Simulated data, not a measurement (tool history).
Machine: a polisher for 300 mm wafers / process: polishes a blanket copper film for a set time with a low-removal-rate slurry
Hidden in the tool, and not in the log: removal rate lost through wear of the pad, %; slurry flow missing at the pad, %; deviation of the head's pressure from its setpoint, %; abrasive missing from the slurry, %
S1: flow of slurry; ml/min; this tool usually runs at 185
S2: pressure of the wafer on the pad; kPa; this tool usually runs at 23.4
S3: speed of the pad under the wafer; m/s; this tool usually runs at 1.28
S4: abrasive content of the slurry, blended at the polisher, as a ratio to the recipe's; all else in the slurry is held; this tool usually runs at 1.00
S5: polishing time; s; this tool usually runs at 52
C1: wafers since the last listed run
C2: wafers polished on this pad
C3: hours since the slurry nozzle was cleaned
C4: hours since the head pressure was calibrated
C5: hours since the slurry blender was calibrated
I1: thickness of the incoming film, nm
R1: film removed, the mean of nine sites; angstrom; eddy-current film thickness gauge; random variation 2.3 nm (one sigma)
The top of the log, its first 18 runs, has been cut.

run   hour   S1    S2    S3    S4  S5   C1    C2     C3     C4     C5     I1    R1
 19  399.0  185  15.9  1.40  1.10  39  139  2008  356.5  466.7  227.9  954.6  1603
 20  412.8  185  23.4  1.68  1.00  52  149  2157  370.3  480.5  241.7  964.3  3162
     418.0  -- slurry blender recalibrated
 21  445.4  185  18.6  1.28  1.00  59  330  2487  402.9  513.1   27.4  944.3  2526
     461.8  -- worn pad replaced by a new one
 22  477.6  185  23.4  1.28  1.00  52  304   170  435.1  545.3   59.6  956.1  2615
 23  503.0  135  23.4  1.56  1.00  52  274   444  460.5  570.7   85.0  957.8  2817
 24  526.4  185  23.4  1.28  0.85  52  252   697  483.9  594.1  108.4  957.3  2415
 25  540.9  185  23.4  1.28  1.00  52  156   854  498.4  608.6  122.9  944.2  2624
     544.8  -- slurry nozzle cleaned
 26  565.3  185  23.4  1.48  1.10  52  252  1107   20.5  633.0  147.3  959.5  2958
 27  587.4  185  23.4  1.48  1.10  52  238  1346   42.6  655.1  169.4  957.3  2923
 28  605.6  185  23.4  1.28  0.90  52  196  1542   60.8  673.3  187.6  952.1  2519
 29  631.6  185  23.4  1.28  1.00  52  281  1823   86.8  699.3  213.6  969.0  2605
 30  650.2  185  23.4  1.48  1.00  52  201  2024  105.4  717.9  232.2  938.6  2868

Forecast each of these 4 alternatives for the next run:
  A  650.6  185  23.4  0.98  1.00  52   4  2029  105.8  718.3  232.6  954.2   ?
  B  650.6  185  23.4  1.00  1.10  52   4  2029  105.8  718.3  232.6  954.2   ?
  C  650.6  185  23.4  1.28  1.00  58   4  2029  105.8  718.3  232.6  954.2   ?
  D  650.6  210  23.4  1.28  1.00  52   4  2029  105.8  718.3  232.6  954.2   ?

run    R1
  A  2258
  B  2355
  C  2940
  D  2686
Stripped of hidden state, with their random variation kept, the same runs would have yielded:
run    R1
  A  2140
  B  2232
  C  2787
  D  2546
